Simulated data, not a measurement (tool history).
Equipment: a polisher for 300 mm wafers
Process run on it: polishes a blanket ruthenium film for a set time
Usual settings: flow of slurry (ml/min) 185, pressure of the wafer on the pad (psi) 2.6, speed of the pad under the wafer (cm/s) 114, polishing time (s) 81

| run | hour | flow of slurry (ml/min) | pressure of the wafer on the pad (psi) | speed of the pad under the wafer (cm/s) | polishing time (s) | wafers since the last listed run | wafers polished on this pad | hours since the slurry nozzle was cleaned | hours since the head pressure was calibrated | incoming thickness of the incoming film, nm | film removed (Å) |
|---|---|---|---|---|---|---|---|---|---|---|---|
| 1 | 0.0 | 185 | 2.6 | 142 | 88 | 0 | 1193 | 615.2 | 1004.3 | 403.8 | 1769 |
|  | 24.7 | slurry nozzle cleaned |
| 2 | 87.3 | 185 | 2.6 | 142 | 88 | 479 | 1673 | 62.6 | 1091.6 | 417.0 | 1798 |
|  | 163.7 | worn pad replaced by a new one |
| 3 | 185.4 | 185 | 2.6 | 142 | 88 | 523 | 120 | 160.7 | 1189.7 | 414.6 | 1781 |
| 4 | 273.7 | 185 | 2.6 | 114 | 92 | 491 | 611 | 249.0 | 1278.0 | 405.7 | 1524 |
| 5 | 314.3 | 185 | 2.6 | 114 | 92 | 225 | 837 | 289.6 | 1318.6 | 411.4 | 1506 |
| 6 | 382.8 | 185 | 2.6 | 114 | 81 | 380 | 1218 | 358.1 | 1387.1 | 415.7 | 1315 |
|  | 521.6 | worn pad replaced by a new one |
| 7 | 535.2 | 185 | 2.6 | 114 | 81 | 825 | 75 | 510.5 | 1539.5 | 410.0 | 1347 |
|  | 584.1 | head pressure recalibrated |
| 8 | 634.6 | 185 | 2.6 | 114 | 81 | 541 | 617 | 609.9 | 50.5 | 415.8 | 1298 |
| 9 | 712.7 | 185 | 2.6 | 114 | 81 | 434 | 1051 | 688.0 | 128.6 | 412.2 | 1311 |
|  | 743.8 | slurry nozzle cleaned |
| 10 | 766.4 | 170 | 2.6 | 114 | 81 | 293 | 1344 | 22.6 | 182.3 | 410.3 | 1272 |
| 11 | 819.8 | 185 | 2.6 | 136 | 81 | 297 | 1641 | 76.0 | 235.7 | 405.6 | 1575 |
|  | 848.8 | worn pad replaced by a new one |
| 12 | 906.1 | 225 | 2.6 | 82 | 81 | 457 | 318 | 162.3 | 322.0 | 403.9 | 999 |
| 13 | 988.4 | 120 | 3.3 | 102 | 73 | 457 | 776 | 244.6 | 404.3 | 410.2 | 1263 |
| 14 | 1088.1 | 165 | 2.1 | 114 | 68 | 554 | 1331 | 344.3 | 504.0 | 409.4 | 899 |
|  | 1139.7 | worn pad replaced by a new one |
| 15 | 1140.2 | 185 | 2.6 | 114 | 81 | 267 | 2 | 396.4 | 556.1 | 409.3 | 1320 |
| 16 | 1174.8 | 185 | 2.6 | 132 | 64 | 192 | 195 | 431.0 | 590.7 | 403.5 | 1203 |
| 17 | 1267.4 | 210 | 2.6 | 82 | 81 | 515 | 710 | 523.6 | 683.3 | 410.8 | 975 |
| 18 | 1341.5 | 185 | 3.4 | 114 | 81 | 412 | 1122 | 597.7 | 757.4 | 412.1 | 1715 |
| 19 | 1414.8 | 185 | 2.6 | 114 | 81 | 407 | 1530 | 671.0 | 830.7 | 417.8 | 1314 |
|  | 1427.7 | worn pad replaced by a new one |
|  | 1456.4 | slurry nozzle cleaned |
| 20 | 1498.2 | 245 | 2.3 | 146 | 107 | 436 | 386 | 41.8 | 914.1 | 413.7 | 2075 |
| 21 | 1596.6 | 230 | 2.6 | 114 | 59 | 547 | 934 | 140.2 | 1012.5 | 404.4 | 1008 |
| 22 | 1646.2 | 220 | 2.6 | 80 | 81 | 275 | 1209 | 189.8 | 1062.1 | 412.9 | 984 |

4 options for the next run, each taken on its own from the tool as it stands now. Forecast them:
| A | 1646.6 | 150 | 2.6 | 114 | 81 | 2 | 1212 | 190.2 | 1062.5 | 416.8 | ? |
| B | 1646.6 | 225 | 2.6 | 114 | 81 | 2 | 1212 | 190.2 | 1062.5 | 416.8 | ? |
| C | 1646.6 | 185 | 2.6 | 152 | 81 | 2 | 1212 | 190.2 | 1062.5 | 416.8 | ? |
| D | 1646.6 | 185 | 3.2 | 128 | 81 | 2 | 1212 | 190.2 | 1062.5 | 416.8 | ? |

| run | film removed (Å) |
|---|---|
| A | 1290 |
| B | 1363 |
| C | 1758 |
| D | 1807 |
With the hidden condition removed and each run's random variation left untouched, the same runs would have given:
| run | film removed (Å) |
|---|---|
| A | 1237 |
| B | 1307 |
| C | 1685 |
| D | 1733 |

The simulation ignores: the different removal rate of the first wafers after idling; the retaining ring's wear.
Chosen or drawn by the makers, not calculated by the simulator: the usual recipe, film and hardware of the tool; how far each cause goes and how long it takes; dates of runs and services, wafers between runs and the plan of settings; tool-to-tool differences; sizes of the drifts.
